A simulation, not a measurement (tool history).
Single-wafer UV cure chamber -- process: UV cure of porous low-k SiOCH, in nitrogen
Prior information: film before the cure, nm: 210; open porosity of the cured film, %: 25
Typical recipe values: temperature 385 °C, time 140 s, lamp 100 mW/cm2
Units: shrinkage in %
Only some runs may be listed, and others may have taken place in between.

Run 1, day 0: usual settings but temperature 373 °C, lamp 90 mW/cm2. Result: shrinkage 8.103 %.
Run 2, day 0.483: usual settings but lamp 90 mW/cm2. Result: shrinkage 8.143 %.
Run 3, day 1.179: usual settings but lamp 90 mW/cm2. Result: shrinkage 8.188 %.
Run 4, day 1.779: usual settings but temperature 395 °C. Result: shrinkage 8.82 %.
Run 5, day 2.088: usual settings but temperature 395 °C. Result: shrinkage 8.935 %.
At day 3.021: quartz window cleaned.
Run 6, day 3.042: usual settings but temperature 395 °C. Result: shrinkage 8.883 %.
Run 7, day 3.067: usual settings but temperature 370 °C. Result: shrinkage 8.366 %.
Run 8, day 3.358: usual settings. Result: shrinkage 8.612 %.
Run 9, day 4.054: usual settings. Result: shrinkage 8.555 %.
At day 4.596: UV bulbs replaced.
Run 10, day 4.617: usual settings but time 90 s, lamp 74 mW/cm2. Result: shrinkage 7.201 %.
Run 11, day 4.654: usual settings but time 90 s. Result: shrinkage 8.575 %.
Run 12, day 5.296: usual settings but temperature 396 °C, time 85 s, lamp 65 mW/cm2. Result: shrinkage 6.631 %.
Run 13, day 5.875: usual settings but temperature 390 °C. Result: shrinkage 10.399 %.
Run 14, day 6.229: usual settings but temperature 367 °C, time 215 s. Result: shrinkage 11.914 %.
Run 15, day 6.571: usual settings but temperature 368 °C, time 80 s, lamp 117 mW/cm2. Result: shrinkage 8.179 %.

Predict each of these 5 candidate next runs independently; none follows another, all start after run 15:
Run A, day 6.592: usual settings but time 65 s. Result: shrinkage ?.
Run B, day 6.592: usual settings but temperature 369 °C, time 90 s. Result: shrinkage ?.
Run C, day 6.592: usual settings but temperature 378 °C, time 105 s, lamp 123 mW/cm2. Result: shrinkage ?.
Run D, day 6.592: usual settings but temperature 373 °C, time 205 s, lamp 136 mW/cm2. Result: shrinkage ?.
Run E, day 6.592: usual settings but temperature 380 °C, time 220 s, lamp 81 mW/cm2. Result: shrinkage ?.

run  shrinkage
  A      6.955
  B       8.06
  C      9.823
  D     13.316
  E      11.33
Without the tool's unlogged condition, the same runs would have read:
run  shrinkage
  A       7.22
  B      8.336
  C     10.108
  D     13.624
  E     11.625

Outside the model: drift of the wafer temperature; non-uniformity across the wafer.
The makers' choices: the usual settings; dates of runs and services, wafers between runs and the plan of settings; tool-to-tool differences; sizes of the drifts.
